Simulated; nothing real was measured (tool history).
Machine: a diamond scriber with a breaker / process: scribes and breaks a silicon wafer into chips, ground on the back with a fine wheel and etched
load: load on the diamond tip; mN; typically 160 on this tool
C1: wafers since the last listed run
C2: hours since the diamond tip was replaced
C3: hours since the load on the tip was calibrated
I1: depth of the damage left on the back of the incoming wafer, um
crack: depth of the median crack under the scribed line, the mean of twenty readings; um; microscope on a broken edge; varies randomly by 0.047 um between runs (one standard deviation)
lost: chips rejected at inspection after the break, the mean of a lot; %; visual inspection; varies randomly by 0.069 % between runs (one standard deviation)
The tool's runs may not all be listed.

Run 1, day 0: usual settings; C1 0; C2 932.3; C3 1417.1; I1 0.76. Result: crack 10.98 um, lost 17.33 %.
Run 2, day 0.492: usual settings; C1 13; C2 944.1; C3 1428.9; I1 0.47. Result: crack 10.95 um, lost 17.54 %.
Run 3, day 1.004: usual settings; C1 13; C2 956.4; C3 1441.2; I1 0.46. Result: crack 10.97 um, lost 16.4 %.
Run 4, day 1.562: usual settings; C1 15; C2 969.8; C3 1454.6; I1 0.65. Result: crack 11.01 um, lost 18.53 %.
Run 5, day 2.121: usual settings but load 188 mN; C1 15; C2 983.2; C3 1468; I1 0.36. Result: crack 12.11 um, lost 7.01 %.
Run 6, day 2.458: usual settings but load 188 mN; C1 9; C2 991.3; C3 1476.1; I1 0.48. Result: crack 11.98 um, lost 6.35 %.
Run 7, day 3.042: usual settings but load 195 mN; C1 15; C2 1005.3; C3 1490.1; I1 0.37. Result: crack 12.33 um, lost 4.66 %.
Run 8, day 3.733: usual settings but load 195 mN; C1 18; C2 1021.9; C3 1506.7; I1 0.52. Result: crack 12.31 um, lost 4.51 %.
Run 9, day 4.062: usual settings; C1 8; C2 1029.8; C3 1514.6; I1 0.62. Result: crack 10.85 um, lost 20.31 %.
Run 10, day 4.546: usual settings; C1 13; C2 1041.4; C3 1526.2; I1 0.78. Result: crack 10.93 um, lost 16.44 %.
Run 11, day 4.921: usual settings; C1 10; C2 1050.4; C3 1535.2; I1 0.56. Result: crack 10.85 um, lost 18.66 %.
Run 12, day 5.45: usual settings but load 200 mN; C1 14; C2 1063.1; C3 1547.9; I1 0.46. Result: crack 12.36 um, lost 4.62 %.
Run 13, day 5.871: usual settings but load 131 mN; C1 11; C2 1073.2; C3 1558; I1 0.34. Result: crack 9.6 um, lost 38.41 %.
Run 14, day 6.488: usual settings; C1 16; C2 1088; C3 1572.8; I1 0.53. Result: crack 10.83 um, lost 18.63 %.
At day 6.675: load on the tip recalibrated.
Run 15, day 7.779: usual settings but load 142 mN; C1 32; C2 1119; C3 26.5; I1 0.69. Result: crack 11.22 um, lost 15.93 %.
At day 7.954: diamond tip replaced by a new one.
Run 16, day 8.179: usual settings but load 199 mN; C1 8; C2 5.4; C3 36.1; I1 0.35. Result: crack 15.62 um, lost 8.02 %.
Run 17, day 8.7: usual settings but load 143 mN; C1 14; C2 17.9; C3 48.6; I1 0.35. Result: crack 12.83 um, lost 2.55 %.
Run 18, day 10.546: usual settings; C1 50; C2 62.2; C3 92.9; I1 0.43. Result: crack 13.42 um, lost 0.92 %.
Run 19, day 11.246: usual settings but load 123 mN; C1 18; C2 79; C3 109.7; I1 0.64. Result: crack 11.44 um, lost 12.22 %.
Run 20, day 11.854: usual settings but load 179 mN; C1 16; C2 93.6; C3 124.3; I1 0.58. Result: crack 14.34 um, lost 1.88 %.
Run 21, day 12.121: usual settings but load 175 mN; C1 7; C2 100; C3 130.7; I1 0.79. Result: crack 14.03 um, lost 1.18 %.

What will run 22 give?
Run 22, day 12.683: usual settings but load 121 mN; C1 15; C2 113.5; C3 144.2; I1 0.59. Result: crack ?, lost ?.

{"run 22": {"crack": 11.22, "lost": 16.63}}
On a tool with no hidden condition, and with the same random variation, this run would have come out at crack 11.55 um, lost 12.6 %.
